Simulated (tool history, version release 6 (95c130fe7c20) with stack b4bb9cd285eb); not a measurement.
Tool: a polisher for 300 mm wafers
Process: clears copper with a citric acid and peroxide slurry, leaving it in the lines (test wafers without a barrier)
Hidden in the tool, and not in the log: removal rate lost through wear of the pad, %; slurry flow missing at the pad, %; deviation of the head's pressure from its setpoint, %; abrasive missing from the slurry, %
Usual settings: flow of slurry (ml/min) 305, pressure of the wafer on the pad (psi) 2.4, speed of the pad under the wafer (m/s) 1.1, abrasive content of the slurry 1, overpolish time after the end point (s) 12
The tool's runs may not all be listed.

run    day  flow of slurry (ml/min)  pressure of the wafer on the pad (psi)  speed of the pad under the wafer (m/s)  abrasive content of the slurry  overpolish time after the end point (s)  wafers since the last listed run  wafers polished on this pad  hours since the slurry nozzle was cleaned  hours since the head pressure was calibrated  hours since the slurry blender was calibrated  incoming thickness of the incoming film, nm  time until the end point was called (s)  dishing of a wide line in a test structure (nm)
  1      0                      245                                     2.4                                     1.1                               1                                       12                                 0                          459                                      624.8                                        1148.5                                          171.1                                        318.5                                      193                                             15.2
  2  0.662                      285                                     2.4                                     1.1                               1                                       12                               126                          586                                      640.7                                        1164.4                                            187                                        314.2                                      192                                             15.6
  3  1.379                      285                                     2.4                                     1.1                               1                                       12                               137                          724                                      657.9                                        1181.6                                          204.2                                        313.1                                    190.3                                             15.6
     1.646  -- worn pad replaced by a new one
  4   1.75                      305                                     2.4                                     1.1                               1                                       12                                39                           19                                      666.8                                        1190.5                                          213.1                                        317.2                                    188.1                                               16
  5    2.1                      305                                     2.4                                    0.92                               1                                       12                                67                           86                                      675.2                                        1198.9                                          221.5                                          314                                    224.2                                             13.3
  6  2.446                      305                                     2.4                                     1.1                            0.85                                       12                                66                          153                                      683.5                                        1207.2                                          229.8                                        315.1                                    192.9                                             15.2
  7  2.992                      305                                     2.4                                     1.1                            0.85                                       12                               104                          257                                      696.6                                        1220.3                                          242.9                                        314.3                                    186.2                                             15.2
     3.692  -- head pressure recalibrated
  8  3.712                      305                                     2.4                                     1.1                               1                                       12                               122                          379                                      713.9                                           0.5                                          260.2                                        311.2                                    185.2                                             16.2
  9  4.221                      305                                     2.4                                     1.1                               1                                       12                                97                          477                                      726.1                                          12.7                                          272.4                                        310.4                                    182.3                                             15.7
 10  4.717                      305                                     2.4                                     1.1                               1                                       12                                94                          572                                        738                                          24.6                                          284.3                                        318.3                                    188.1                                               16
 11   5.45                      360                                     2.4                                     1.1                               1                                       12                               140                          712                                      755.6                                          42.2                                          301.9                                        315.6                                    185.5                                             15.8
 12  5.779                      305                                     2.4                                     1.1                               1                                       12                                63                          775                                      763.5                                          50.1                                          309.8                                        313.5                                      186                                             15.9
     5.979  -- worn pad replaced by a new one
     5.996  -- slurry blender recalibrated
 13  6.521                      305                                     2.4                                     1.1                            0.85                                       12                               106                          100                                      781.3                                          67.9                                           12.6                                        317.5                                    188.8                                             15.3
 14   6.85                      305                                     3.1                                       1                             1.1                                       19                                63                          163                                      789.2                                          75.8                                           20.5                                        315.7                                    162.6                                             27.1
 15  7.104                      305                                     2.4                                    1.22                            1.25                                        9                                48                          212                                      795.3                                          81.9                                           26.6                                        313.1                                    162.5                                               14
     7.596  -- slurry nozzle cleaned
 16  7.671                      305                                     2.4                                     1.1                               1                                       12                               100                          312                                        1.8                                          95.5                                           40.2                                        319.2                                    185.1                                             15.9
 17  8.012                      305                                     2.4                                     1.1                               1                                       12                                65                          378                                         10                                         103.7                                           48.4                                        314.1                                    185.1                                             16.2
 18  8.446                      350                                     1.7                                     1.1                               1                                       12                                83                          461                                       20.4                                         114.1                                           58.8                                          313                                    239.1                                             12.6
 19  9.183                      305                                     1.8                                    0.82                               1                                       12                               141                          602                                       38.1                                         131.8                                           76.5                                        312.9                                    307.8                                              9.5
 20  9.575                      305                                     2.4                                    1.36                               1                                       12                                75                          677                                       47.5                                         141.2                                           85.9                                        317.1                                    152.1                                             19.3

5 ways to go on from here, each from the tool as it stands after run 20. What would each give?
  A  9.596                      305                                     3.1                                     1.1                               1                                       12                                 3                          681                                         48                                         141.7                                           86.4                                        313.3                                        ?                                                ?
  B  9.596                      305                                     2.4                                     1.1                             1.1                                       12                                 3                          681                                         48                                         141.7                                           86.4                                        313.3                                        ?                                                ?
  C  9.596                      305                                     1.9                                     1.1                               1                                       12                                 3                          681                                         48                                         141.7                                           86.4                                        313.3                                        ?                                                ?
  D  9.596                      305                                     3.1                                    1.32                               1                                       12                                 3                          681                                         48                                         141.7                                           86.4                                        313.3                                        ?                                                ?
  E  9.596                      350                                     2.4                                    1.46                             0.9                                        8                                 3                          681                                         48                                         141.7                                           86.4                                        313.3                                        ?                                                ?

run  time until the end point was called (s)  dishing of a wide line in a test structure (nm)
  A                                    150.1                                             19.3
  B                                    182.5                                               16
  C                                    221.5                                             13.3
  D                                    125.6                                             22.8
  E                                    140.4                                               14
Without the tool's hidden state the same runs would have given:
run  time until the end point was called (s)  dishing of a wide line in a test structure (nm)
  A                                    150.1                                             19.3
  B                                    182.5                                               16
  C                                    221.5                                             13.3
  D                                    125.6                                             22.8
  E                                    140.4                                               14

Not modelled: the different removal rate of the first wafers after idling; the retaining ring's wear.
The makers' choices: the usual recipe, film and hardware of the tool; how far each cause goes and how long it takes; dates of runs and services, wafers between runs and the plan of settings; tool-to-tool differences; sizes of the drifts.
